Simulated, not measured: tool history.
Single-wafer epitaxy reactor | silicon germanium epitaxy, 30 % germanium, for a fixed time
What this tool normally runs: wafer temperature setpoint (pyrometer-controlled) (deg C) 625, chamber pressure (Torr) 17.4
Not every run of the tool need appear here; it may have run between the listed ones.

run	hour	wafer temperature setpoint (pyrometer-controlled) (deg C)	chamber pressure (Torr)	wafers since the last listed run	hours since the last pyrometer calibration	hours since the last manometer calibration	hours since the showerhead was replaced	hours since the gauge calibration	read-back reference wafer on the same gauge, thickness_nm	mean film thickness on the monitor wafer (nm)
1	0	625	17.4	0	1136.9	706.5	1945.9	913.7	95.678	82.228
2	79.8	625	17.4	1317	1216.7	786.3	2025.7	993.5	96.007	81.533
3	174.1	625	17.4	1557	1311	880.6	2120	1087.8	96.039	82.428
# hour 235.2: capacitance manometer re-zeroed and calibrated
4	237.6	616	14.1	916	1374.5	2.4	2183.5	1151.3	95.901	61.583
5	331.8	616	14.1	1555	1468.7	96.6	2277.7	1245.5	95.747	61.323
6	383.4	625	18.8	852	1520.3	148.2	2329.3	1297.1	96.146	85.285
7	451.4	625	18.8	1123	1588.3	216.2	2397.3	1365.1	96.069	85.183
8	506.9	625	17.4	916	1643.8	271.7	2452.8	1420.6	95.936	82.421
# hour 523.5: pyrometer calibrated
9	590.2	625	17.4	1243	66.7	355	2536.1	1503.9	95.915	81.621
10	680.8	625	17.4	1496	157.3	445.6	2626.7	1594.5	95.725	81.218
11	720.9	628	20.3	662	197.4	485.7	2666.8	1634.6	95.861	94.043
12	806.4	628	20.3	1412	282.9	571.2	2752.3	1720.1	95.835	94.508
13	866.9	625	17.4	999	343.4	631.7	2812.8	1780.6	96.114	82.072
14	914.2	625	17.4	781	390.7	679	2860.1	1827.9	96.021	82.311
# hour 958.3: showerhead replaced
15	972.9	625	17.4	837	449.4	737.7	14.6	1886.6	96.065	81.683
# hour 1024.9: gauge calibrated
16	1119.8	638	17.4	2426	596.3	884.6	161.5	94.9	95.937	105.693
# hour 1139.8: capacitance manometer re-zeroed and calibrated
17	1167.9	639	13.2	662	644.4	28.1	209.6	143	96.083	93.066
18	1260.1	640	14.8	1522	736.6	120.3	301.8	235.2	95.894	100.687
19	1351.9	615	15.5	1516	828.4	212.1	393.6	327	95.942	63.834
20	1406.1	625	17.4	895	882.6	266.3	447.8	381.2	96.147	81.172
21	1495.1	625	16.2	1469	971.6	355.3	536.8	470.2	96.107	79.012
22	1542.7	630	17.4	786	1019.2	402.9	584.4	517.8	95.841	90.693
23	1596.4	625	17.4	886	1072.9	456.6	638.1	571.5	95.954	82.518
24	1653	614	17.4	934	1129.5	513.2	694.7	628.1	96.076	64.943

Run-by-run hidden state of the tool:
wafer temperature above the value expected at the setpoint (K): 0 across all the runs
true pressure above the setpoint (%): 0 across all the runs
gauge reads high (%): 0 across all the runs
